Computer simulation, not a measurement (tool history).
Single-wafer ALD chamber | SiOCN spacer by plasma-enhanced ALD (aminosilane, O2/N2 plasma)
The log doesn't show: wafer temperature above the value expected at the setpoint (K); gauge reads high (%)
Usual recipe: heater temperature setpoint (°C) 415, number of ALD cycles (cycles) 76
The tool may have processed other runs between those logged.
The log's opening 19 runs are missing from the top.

| run | hour | heater temperature setpoint (°C) | number of ALD cycles (cycles) | wafers since the last listed run | hours since the last thermocouple change | hours since the gauge calibration | read-back reference wafer on the same gauge, thickness_nm | mean film thickness on the monitor wafer (angstrom) |
|---|---|---|---|---|---|---|---|---|
| 20 | 1723.9 | 415 | 84 | 152 | 1085.8 | 3795.8 | 3.65 | 45.13 |
|  | 1753.9 | gauge calibrated |
| 21 | 1788.7 | 415 | 76 | 240 | 1150.6 | 34.8 | 3.653 | 40.31 |
| 22 | 1896.6 | 400 | 87 | 400 | 1258.5 | 142.7 | 3.647 | 48.84 |
| 23 | 1933.5 | 404 | 70 | 136 | 1295.4 | 179.6 | 3.653 | 38.77 |
|  | 2013 | thermocouple changed; heater temperature recalibrated |
| 24 | 2026.5 | 415 | 76 | 315 | 13.5 | 272.6 | 3.649 | 41.77 |
| 25 | 2104.1 | 423 | 76 | 288 | 91.1 | 350.2 | 3.647 | 40.23 |
| 26 | 2151.1 | 415 | 76 | 174 | 138.1 | 397.2 | 3.65 | 41.24 |
| 27 | 2203.3 | 415 | 76 | 193 | 190.3 | 449.4 | 3.651 | 41.29 |
| 28 | 2286.6 | 405 | 76 | 309 | 273.6 | 532.7 | 3.645 | 42.61 |
| 29 | 2341 | 410 | 81 | 201 | 328 | 587.1 | 3.654 | 44.87 |
| 30 | 2419 | 415 | 85 | 289 | 406 | 665.1 | 3.651 | 46.01 |
| 31 | 2486.7 | 415 | 68 | 251 | 473.7 | 732.8 | 3.645 | 36.77 |
| 32 | 2545.6 | 419 | 70 | 218 | 532.6 | 791.7 | 3.651 | 37.32 |
| 33 | 2603.5 | 415 | 76 | 214 | 590.5 | 849.6 | 3.653 | 41.01 |
| 34 | 2676.9 | 407 | 76 | 272 | 663.9 | 923 | 3.649 | 41.9 |
| 35 | 2746 | 415 | 76 | 256 | 733 | 992.1 | 3.649 | 41.29 |
| 36 | 2831.3 | 415 | 89 | 316 | 818.3 | 1077.4 | 3.647 | 48.21 |
| 37 | 2931.6 | 411 | 72 | 372 | 918.6 | 1177.7 | 3.649 | 39.39 |
| 38 | 3022.7 | 415 | 76 | 338 | 1009.7 | 1268.8 | 3.654 | 40.61 |
| 39 | 3142.5 | 410 | 87 | 444 | 1129.5 | 1388.6 | 3.644 | 47.11 |
| 40 | 3198.3 | 405 | 91 | 207 | 1185.3 | 1444.4 | 3.654 | 50.5 |
|  | 3223.9 | thermocouple changed; heater temperature recalibrated |
| 41 | 3249.9 | 415 | 64 | 161 | 26 | 1496 | 3.648 | 35.12 |

Predict each of these 3 candidate next runs independently; none follows another, all start after run 41:
| A | 3250.4 | 415 | 76 | 1 | 26.5 | 1496.5 | ? | ? |
| B | 3250.4 | 425 | 90 | 1 | 26.5 | 1496.5 | ? | ? |
| C | 3250.4 | 419 | 62 | 1 | 26.5 | 1496.5 | ? | ? |

| run | read-back reference wafer on the same gauge, thickness_nm | mean film thickness on the monitor wafer (angstrom) |
|---|---|---|
| A | 3.648 | 41.29 |
| B | 3.648 | 47.14 |
| C | 3.648 | 33.2 |
Take away the tool's hidden state, keep each run's random variation, and the runs would have read:
| run | mean film thickness on the monitor wafer (angstrom) |
|---|---|
| A | 41.21 |
| B | 47.06 |
| C | 33.14 |
